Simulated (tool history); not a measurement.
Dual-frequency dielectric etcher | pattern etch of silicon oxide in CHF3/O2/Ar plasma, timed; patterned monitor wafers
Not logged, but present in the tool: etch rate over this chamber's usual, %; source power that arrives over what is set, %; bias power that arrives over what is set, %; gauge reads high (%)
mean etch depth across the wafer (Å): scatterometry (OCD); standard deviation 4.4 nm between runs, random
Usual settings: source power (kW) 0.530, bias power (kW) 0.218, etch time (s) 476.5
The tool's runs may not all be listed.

run      day  source power (kW)  bias power (kW)  etch time (s)  wafers since the last listed run  hours since the last wet clean  hours since the last source power generator calibration  hours since the last bias power generator calibration  hours since the last upper electrode change  hours since the gauge calibration  read-back reference wafer on the same gauge, depth_nm  mean etch depth across the wafer (Å)
  1    0.000              0.530            0.197          512.5                                 0                             0.5                                                   1452.3                                                 1043.2                                       1559.2                              145.3                                                  848.8                                  9646
  2    1.217              0.530            0.197          512.5                                61                            29.7                                                   1481.5                                                 1072.4                                       1588.4                              174.5                                                  848.7                                  9569
  3    2.746              0.530            0.218          476.5                                77                            66.4                                                   1518.2                                                 1109.1                                       1625.1                              211.2                                                  848.8                                  9395
  4    5.642              0.530            0.218          476.5                               146                           135.9                                                   1587.7                                                 1178.6                                       1694.6                              280.7                                                  848.7                                  9352
  5   16.175              0.530            0.261          476.5                               532                           388.7                                                   1840.5                                                 1431.4                                       1947.4                              533.5                                                  845.3                                 10301
      18.808  -- wet clean of the chamber
  6   19.004              0.530            0.261          476.5                                92                             4.7                                                   1908.4                                                 1499.3                                       2015.3                              601.4                                                  844.6                                 10052
  7   23.383              0.530            0.261          476.5                               221                           109.8                                                   2013.5                                                 1604.4                                       2120.4                              706.5                                                  843.4                                 10180
  8   27.358              0.530            0.218          417.0                               201                           205.2                                                   2108.9                                                 1699.8                                       2215.8                              801.9                                                  841.0                                  8179
  9   36.554              0.530            0.218          412.0                               465                           425.9                                                   2329.6                                                 1920.5                                       2436.5                             1022.6                                                  834.9                                  8011
      37.338  -- bias power generator calibrated
 10   38.517              0.530            0.218          412.0                                90                           473.0                                                   2376.7                                                   28.3                                       2483.6                             1069.7                                                  834.4                                  7987
      39.738  -- upper electrode replaced
      40.308  -- source power generator calibrated
      41.638  -- wet clean of the chamber
 11   51.950              0.530            0.218          412.0                               569                           247.5                                                    279.4                                                  350.7                                        293.1                             1392.1                                                  824.1                                  7799
 12   56.096              0.530            0.218          476.5                               209                           347.0                                                    378.9                                                  450.2                                        392.6                             1491.6                                                  820.6                                  9080
 13   59.221              0.530            0.218          476.5                               158                           422.0                                                    453.9                                                  525.2                                        467.6                             1566.6                                                  818.4                                  9030
      60.650  -- gauge calibrated
      63.275  -- wet clean of the chamber
 14   63.462              0.530            0.260          422.0                               163                             4.5                                                    555.7                                                  627.0                                        569.4                               67.5                                                  857.9                                  9139
 15   67.188              0.530            0.236          600.5                               188                            93.9                                                    645.1                                                  716.4                                        658.8                              156.9                                                  856.8                                 12421
 16   68.762              0.610            0.218          476.5                                79                           131.7                                                    682.9                                                  754.2                                        696.6                              194.7                                                  856.1                                  9847
 17   72.083              0.600            0.175          476.5                               167                           211.4                                                    762.6                                                  833.9                                        776.3                              274.4                                                  856.2                                  8778
 18   75.312              0.530            0.194          476.5                               163                           288.9                                                    840.1                                                  911.4                                        853.8                              351.9                                                  856.7                                  9005
 19   78.792              0.530            0.218          476.5                               175                           372.4                                                    923.6                                                  994.9                                        937.3                              435.4                                                  855.6                                  9475
 20   80.450              0.530            0.218          476.5                                83                           412.2                                                    963.4                                                 1034.7                                        977.1                              475.2                                                  852.8                                  9392
 21   85.108              0.410            0.196          476.5                               235                           524.0                                                   1075.2                                                 1146.5                                       1088.9                              587.0                                                  852.7                                  8413
      86.692  -- wet clean of the chamber
 22   88.483              0.620            0.255          559.5                               120                            43.0                                                   1156.2                                                 1227.5                                       1169.9                              668.0                                                  852.3                                 12359
 23   91.912              0.530            0.168          546.5                               173                           125.3                                                   1238.5                                                 1309.8                                       1252.2                              750.3                                                  849.1                                  9563
 24   94.404              0.560            0.265          476.5                               126                           185.1                                                   1298.3                                                 1369.6                                       1312.0                              810.1                                                  847.9                                 10368
 25   97.067              0.420            0.252          518.0                               134                           249.0                                                   1362.2                                                 1433.5                                       1375.9                              874.0                                                  847.6                                 10378
 26   99.492              0.590            0.168          476.5                               122                           307.2                                                   1420.4                                                 1491.7                                       1434.1                              932.2                                                  848.4                                  8500
 27  101.850              0.530            0.218          476.5                               119                           363.8                                                   1477.0                                                 1548.3                                       1490.7                              988.8                                                  843.7                                  9323
 28  104.367              0.530            0.240          421.5                               127                           424.2                                                   1537.4                                                 1608.7                                       1551.1                             1049.2                                                  844.4                                  8676

What differs in the tool's unlogged condition from the final listed run ahead of each entry between runs to the first listed run following it?
In the gap between runs 5 and 6: wet clean of the chamber (day 18.808)
  gauge reads high (%): -1.19 -> -1.3
  measured value less the no-hidden-state value, mean etch depth across the wafer (Å): -124 -> -133
In the gap between runs 9 and 10: bias power generator calibrated (day 37.338)
  gauge reads high (%): -2.32 -> -2.47
  measured value less the no-hidden-state value, mean etch depth across the wafer (Å): -191 -> -202
In the gap between runs 10 and 11: upper electrode replaced (day 39.738); source power generator calibrated (day 40.308); wet clean of the chamber (day 41.638)
  gauge reads high (%): -2.47 -> -3.66
  measured value less the no-hidden-state value, mean etch depth across the wafer (Å): -202 -> -297
In the gap between runs 13 and 14: gauge calibrated (day 60.650); wet clean of the chamber (day 63.275)
  gauge reads high (%): -4.43 -> 0.151
  measured value less the no-hidden-state value, mean etch depth across the wafer (Å): -419 -> +14
In the gap between runs 21 and 22: wet clean of the chamber (day 86.692)
  gauge reads high (%): -0.358 -> -0.511
  measured value less the no-hidden-state value, mean etch depth across the wafer (Å): -30 -> -63

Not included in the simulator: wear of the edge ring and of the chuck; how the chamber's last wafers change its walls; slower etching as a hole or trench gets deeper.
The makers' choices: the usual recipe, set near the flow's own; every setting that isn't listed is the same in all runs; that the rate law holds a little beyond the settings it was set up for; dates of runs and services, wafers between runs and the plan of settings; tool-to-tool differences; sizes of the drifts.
